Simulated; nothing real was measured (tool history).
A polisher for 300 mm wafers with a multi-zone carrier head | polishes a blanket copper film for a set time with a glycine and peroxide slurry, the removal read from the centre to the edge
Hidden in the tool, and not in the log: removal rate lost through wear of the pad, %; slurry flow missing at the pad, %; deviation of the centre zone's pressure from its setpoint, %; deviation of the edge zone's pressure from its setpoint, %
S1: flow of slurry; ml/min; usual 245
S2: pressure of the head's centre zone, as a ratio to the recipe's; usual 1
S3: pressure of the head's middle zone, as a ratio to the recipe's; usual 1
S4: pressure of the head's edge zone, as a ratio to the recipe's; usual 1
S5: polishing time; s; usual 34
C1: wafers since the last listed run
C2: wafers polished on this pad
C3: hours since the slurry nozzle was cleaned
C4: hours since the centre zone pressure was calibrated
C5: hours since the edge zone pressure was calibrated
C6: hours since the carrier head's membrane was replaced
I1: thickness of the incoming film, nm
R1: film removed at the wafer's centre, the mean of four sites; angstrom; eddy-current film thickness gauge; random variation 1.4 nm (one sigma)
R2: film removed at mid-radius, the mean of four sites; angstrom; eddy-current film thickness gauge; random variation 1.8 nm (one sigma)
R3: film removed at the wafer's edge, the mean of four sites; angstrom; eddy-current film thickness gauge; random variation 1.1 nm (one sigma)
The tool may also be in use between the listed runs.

| run | day | S1 | S2 | S3 | S4 | S5 | C1 | C2 | C3 | C4 | C5 | C6 | I1 | R1 | R2 | R3 |
|---|---|---|---|---|---|---|---|---|---|---|---|---|---|---|---|---|
| 1 | 0 | 245 | 1 | 1 | 1 | 34 | 0 | 350 | 484 | 1206.9 | 513 | 829.3 | 1255.4 | 1741 | 1728 | 1750 |
|  | 0.367 | carrier head's membrane replaced by a new one |
| 2 | 0.392 | 245 | 1 | 1 | 1 | 34 | 50 | 401 | 493.4 | 1216.3 | 522.4 | 0.6 | 1230.7 | 1769 | 1732 | 1741 |
| 3 | 0.938 | 245 | 1 | 1 | 1 | 34 | 151 | 553 | 506.5 | 1229.4 | 535.5 | 13.7 | 1235.3 | 1748 | 1677 | 1741 |
| 4 | 1.425 | 245 | 1 | 1 | 1 | 34 | 135 | 688 | 518.2 | 1241.1 | 547.2 | 25.4 | 1229.3 | 1768 | 1727 | 1728 |
|  | 2.358 | worn pad replaced by a new one |
| 5 | 3.233 | 245 | 1 | 1 | 1 | 34 | 455 | 242 | 561.6 | 1284.5 | 590.6 | 68.8 | 1253.5 | 1755 | 1717 | 1728 |
| 6 | 3.896 | 245 | 1 | 1 | 1 | 34 | 183 | 426 | 577.5 | 1300.4 | 606.5 | 84.7 | 1242.8 | 1762 | 1701 | 1751 |
| 7 | 4.296 | 245 | 1 | 1 | 1 | 34 | 111 | 537 | 587.1 | 1310 | 616.1 | 94.3 | 1232.9 | 1793 | 1714 | 1721 |
| 8 | 4.9 | 245 | 1 | 1 | 1 | 34 | 167 | 705 | 601.6 | 1324.5 | 630.6 | 108.8 | 1249.8 | 1776 | 1717 | 1760 |
| 9 | 5.208 | 245 | 1 | 1 | 1 | 34 | 85 | 791 | 609 | 1331.9 | 638 | 116.2 | 1258.5 | 1751 | 1730 | 1742 |
| 10 | 5.712 | 275 | 1.05 | 1 | 0.96 | 28 | 139 | 931 | 621.1 | 1344 | 650.1 | 128.3 | 1236.3 | 1558 | 1423 | 1434 |
|  | 6.104 | worn pad replaced by a new one |
|  | 6.179 | centre zone pressure recalibrated |
| 11 | 6.2 | 245 | 1 | 1 | 1 | 34 | 67 | 5 | 632.8 | 0.5 | 661.8 | 140 | 1241.6 | 1610 | 1695 | 1737 |
| 12 | 6.688 | 245 | 0.89 | 1 | 1 | 27 | 135 | 141 | 644.5 | 12.2 | 673.5 | 151.7 | 1223.6 | 1139 | 1368 | 1391 |
|  | 6.867 | slurry nozzle cleaned |
| 13 | 7.121 | 175 | 0.94 | 0.89 | 1 | 40 | 108 | 249 | 6.1 | 22.6 | 683.9 | 162.1 | 1256.6 | 1857 | 1903 | 2095 |
|  | 7.354 | edge zone pressure recalibrated |
| 14 | 7.525 | 245 | 1 | 1 | 1 | 34 | 89 | 338 | 15.8 | 32.3 | 4.1 | 171.8 | 1235.4 | 1755 | 1836 | 1837 |
| 15 | 8 | 310 | 1 | 1 | 1.04 | 34 | 131 | 470 | 27.2 | 43.7 | 15.5 | 183.2 | 1255.8 | 1774 | 1870 | 1886 |
| 16 | 8.575 | 245 | 1 | 1 | 1 | 34 | 159 | 630 | 41 | 57.5 | 29.3 | 197 | 1251.2 | 1748 | 1818 | 1806 |
| 17 | 9.233 | 245 | 1 | 1 | 1.04 | 34 | 182 | 813 | 56.8 | 73.3 | 45.1 | 212.8 | 1244.9 | 1738 | 1830 | 1859 |
| 18 | 9.529 | 245 | 1.05 | 1.05 | 1.05 | 39 | 82 | 895 | 63.9 | 80.4 | 52.2 | 219.9 | 1237.9 | 2077 | 2212 | 2124 |
|  | 9.804 | worn pad replaced by a new one |
| 19 | 9.988 | 245 | 1 | 1 | 0.96 | 34 | 80 | 51 | 74.9 | 91.4 | 63.2 | 230.9 | 1226 | 1712 | 1774 | 1778 |
| 20 | 10.508 | 245 | 1 | 1 | 1 | 34 | 144 | 195 | 87.4 | 103.9 | 75.7 | 243.4 | 1244.6 | 1718 | 1811 | 1832 |
| 21 | 10.921 | 245 | 1 | 1 | 1 | 42 | 114 | 310 | 97.3 | 113.8 | 85.6 | 253.3 | 1240 | 2135 | 2238 | 2226 |
| 22 | 11.65 | 220 | 1 | 1 | 1.09 | 34 | 202 | 512 | 114.8 | 131.3 | 103.1 | 270.8 | 1251.4 | 1688 | 1764 | 1870 |
| 23 | 11.967 | 295 | 0.92 | 1 | 1 | 44 | 87 | 600 | 122.4 | 138.9 | 110.7 | 278.4 | 1235 | 2140 | 2401 | 2395 |

3 ways to go on from here, each from the tool as it stands after run 23. What would each give?
| A | 11.983 | 245 | 1 | 1 | 1 | 34 | 4 | 605 | 122.8 | 139.3 | 111.1 | 278.8 | 1226 | ? | ? | ? |
| B | 11.983 | 265 | 1 | 1 | 0.93 | 34 | 4 | 605 | 122.8 | 139.3 | 111.1 | 278.8 | 1226 | ? | ? | ? |
| C | 11.983 | 245 | 1 | 1 | 0.97 | 34 | 4 | 605 | 122.8 | 139.3 | 111.1 | 278.8 | 1226 | ? | ? | ? |

| run | R1 | R2 | R3 |
|---|---|---|---|
| A | 1703 | 1810 | 1803 |
| B | 1718 | 1825 | 1762 |
| C | 1703 | 1810 | 1781 |
Without the tool's hidden state the same runs would have given:
| run | R1 | R2 | R3 |
|---|---|---|---|
| A | 1765 | 1849 | 1832 |
| B | 1779 | 1862 | 1789 |
| C | 1765 | 1849 | 1809 |
